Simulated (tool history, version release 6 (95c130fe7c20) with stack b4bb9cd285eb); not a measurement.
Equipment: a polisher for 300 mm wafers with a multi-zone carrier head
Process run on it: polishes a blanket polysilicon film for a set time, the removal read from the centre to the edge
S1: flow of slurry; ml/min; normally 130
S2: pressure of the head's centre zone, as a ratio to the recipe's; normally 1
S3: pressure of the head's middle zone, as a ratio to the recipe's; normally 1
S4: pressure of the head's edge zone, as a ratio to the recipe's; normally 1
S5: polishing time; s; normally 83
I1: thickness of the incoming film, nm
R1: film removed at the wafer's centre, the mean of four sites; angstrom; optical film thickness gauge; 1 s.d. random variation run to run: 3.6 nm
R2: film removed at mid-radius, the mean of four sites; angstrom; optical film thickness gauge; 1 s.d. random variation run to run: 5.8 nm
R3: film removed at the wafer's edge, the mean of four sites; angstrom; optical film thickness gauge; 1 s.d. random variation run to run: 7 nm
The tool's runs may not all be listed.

Run 1, day 0: usual settings; I1 1464.4. Result: R1 4987 angstrom, R2 4972 angstrom, R3 5202 angstrom.
At day 1.375: worn pad replaced by a new one.
Run 2, day 1.617: usual settings but S1 160 ml/min; I1 1459.9. Result: R1 5264 angstrom, R2 5311 angstrom, R3 5232 angstrom.
Run 3, day 3.021: usual settings but S1 160 ml/min; I1 1470.1. Result: R1 5195 angstrom, R2 5243 angstrom, R3 5312 angstrom.
Run 4, day 4.142: usual settings; I1 1501.4. Result: R1 5009 angstrom, R2 5070 angstrom, R3 5151 angstrom.
Run 5, day 5.175: usual settings; I1 1495.8. Result: R1 5002 angstrom, R2 4986 angstrom, R3 5193 angstrom.
Run 6, day 7.408: usual settings; I1 1469. Result: R1 5057 angstrom, R2 4990 angstrom, R3 5047 angstrom.
At day 7.746: worn pad replaced by a new one.
At day 8.575: slurry nozzle cleaned.
Run 7, day 11.275: usual settings; I1 1468.2. Result: R1 5060 angstrom, R2 5058 angstrom, R3 5205 angstrom.
Run 8, day 12.596: usual settings but S5 66 s; I1 1468.8. Result: R1 4049 angstrom, R2 4048 angstrom, R3 4107 angstrom.
At day 13.95: worn pad replaced by a new one.
Run 9, day 14.908: usual settings but S5 66 s; I1 1449.2. Result: R1 4030 angstrom, R2 4041 angstrom, R3 4099 angstrom.
Run 10, day 16.596: usual settings; I1 1488.3. Result: R1 5052 angstrom, R2 5164 angstrom, R3 5242 angstrom.
Run 11, day 18.475: usual settings but S2 1.12, S3 0.9, S4 1.05, S5 105 s; I1 1473.8. Result: R1 7212 angstrom, R2 5898 angstrom, R3 6606 angstrom.
Run 12, day 19.738: usual settings but S1 165 ml/min, S2 0.97, S3 1.04, S5 101 s; I1 1469.6. Result: R1 6220 angstrom, R2 6524 angstrom, R3 6406 angstrom.
At day 20.171: worn pad replaced by a new one.
At day 21.067: edge zone pressure recalibrated.
Run 13, day 21.721: usual settings but S1 155 ml/min; I1 1471.9. Result: R1 5187 angstrom, R2 5260 angstrom, R3 5186 angstrom.
At day 23.833: centre zone pressure recalibrated.
At day 25.342: carrier head's membrane replaced by a new one.
At day 26.233: worn pad replaced by a new one.
At day 26.433: slurry nozzle cleaned.
Run 14, day 27.338: usual settings but S2 0.91, S3 1.12; I1 1482.2. Result: R1 4680 angstrom, R2 5792 angstrom, R3 5161 angstrom.
Run 15, day 29.783: usual settings but S1 165 ml/min, S3 0.89; I1 1471.7. Result: R1 5377 angstrom, R2 4715 angstrom, R3 5478 angstrom.
Run 16, day 31.85: usual settings; I1 1448.6. Result: R1 5105 angstrom, R2 5081 angstrom, R3 5157 angstrom.
Run 17, day 32.954: usual settings but S1 105 ml/min, S3 0.96, S4 0.92, S5 67 s; I1 1457.4. Result: R1 3908 angstrom, R2 3826 angstrom, R3 3883 angstrom.
At day 33.638: worn pad replaced by a new one.
Run 18, day 34.292: usual settings but S4 1.06; I1 1447.9. Result: R1 5048 angstrom, R2 5047 angstrom, R3 5307 angstrom.

Predict each of these 5 candidate next runs independently; none follows another, all start after run 18:
Run A, day 34.312: usual settings; I1 1471.1. Result: R1 ?, R2 ?, R3 ?.
Run B, day 34.312: usual settings but S2 1.1, S5 108 s; I1 1471.1. Result: R1 ?, R2 ?, R3 ?.
Run C, day 34.312: usual settings but S1 170 ml/min, S4 0.89; I1 1471.1. Result: R1 ?, R2 ?, R3 ?.
Run D, day 34.312: usual settings but S1 170 ml/min; I1 1471.1. Result: R1 ?, R2 ?, R3 ?.
Run E, day 34.312: usual settings but S2 0.92; I1 1471.1. Result: R1 ?, R2 ?, R3 ?.

run    R1    R2    R3
  A  5082  5040  5151
  B  7279  6554  6703
  C  5376  5297  5077
  D  5376  5296  5335
  E  4672  5042  5151
Take away the tool's hidden state, keep each run's random variation, and the runs would have read:
run    R1    R2    R3
  A  5162  5109  5201
  B  7393  6645  6767
  C  5442  5355  5117
  D  5442  5354  5378
  E  4746  5111  5201

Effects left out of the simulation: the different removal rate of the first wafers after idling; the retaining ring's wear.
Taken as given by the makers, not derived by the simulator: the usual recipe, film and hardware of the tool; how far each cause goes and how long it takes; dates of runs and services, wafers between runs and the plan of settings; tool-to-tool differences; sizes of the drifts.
